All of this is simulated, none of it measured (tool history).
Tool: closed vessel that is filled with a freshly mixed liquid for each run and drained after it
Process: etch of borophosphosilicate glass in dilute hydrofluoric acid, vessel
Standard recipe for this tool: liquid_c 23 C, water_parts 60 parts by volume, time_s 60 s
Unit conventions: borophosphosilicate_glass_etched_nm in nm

run,hour,liquid_c,water_parts,time_s,"read-back film thickness of the borophosphosilicate glass reference wafer, read on the same gauge (nm)",borophosphosilicate_glass_etched_nm
1,0,20,60,60,139.24,35.94
2,50.1,20,60,60,138.5,36.19
3,96.1,20,60,60,137.98,35.77
4,139.5,23,80,60,137.48,29.79
5,177.5,23,80,60,137.1,29.5
6,280.9,23,80,60,136.37,29.04
7,366.1,23,60,75,135.91,49.71
8,402.2,23,60,75,135.73,50.14
9,499.6,23,60,75,135.38,48.93
# hour 546.6: hydrofluoric acid flow meter replaced
10,547.4,23,75,60,135.22,31.91
11,624.6,23,75,60,135.08,31.23
12,694.5,23,75,60,134.92,30.99
# hour 746.5: thermometer replaced
13,763.2,20.5,35,75,134.87,78.86
# hour 803.6: gauge calibrated
14,846.7,21,30,35,139.74,46.57
15,910.4,26.5,90,30,138.88,15.07
16,949.6,23,60,60,138.37,40.54
17,999.9,18,70,50,137.92,23.18
18,1075.8,18.5,60,80,137.32,44.42
19,1121,20.5,75,50,136.97,23.83
# hour 1169.2: hydrofluoric acid flow meter replaced
20,1223.4,23,80,60,136.42,29.26
21,1281.1,23,60,45,136.25,30.17
22,1354.5,23,35,40,135.98,47.21
23,1461.2,23,80,60,135.74,29.37
24,1512,19.5,60,75,135.66,43.54
25,1553.3,23,60,40,135.58,26.57

Branching from run 25: 3 alternative next runs. What would each branch give?
A,1554,23,60,60,?,?
B,1554,23,50,80,?,?
C,1554,23,60,50,?,?

run,"read-back film thickness of the borophosphosilicate glass reference wafer, read on the same gauge (nm)",borophosphosilicate_glass_etched_nm
A,135.59,39.47
B,135.59,63.97
C,135.59,32.89
Without the tool's unlogged condition, the same runs would have read:
run,borophosphosilicate_glass_etched_nm
A,40.76
B,66.05
C,33.96
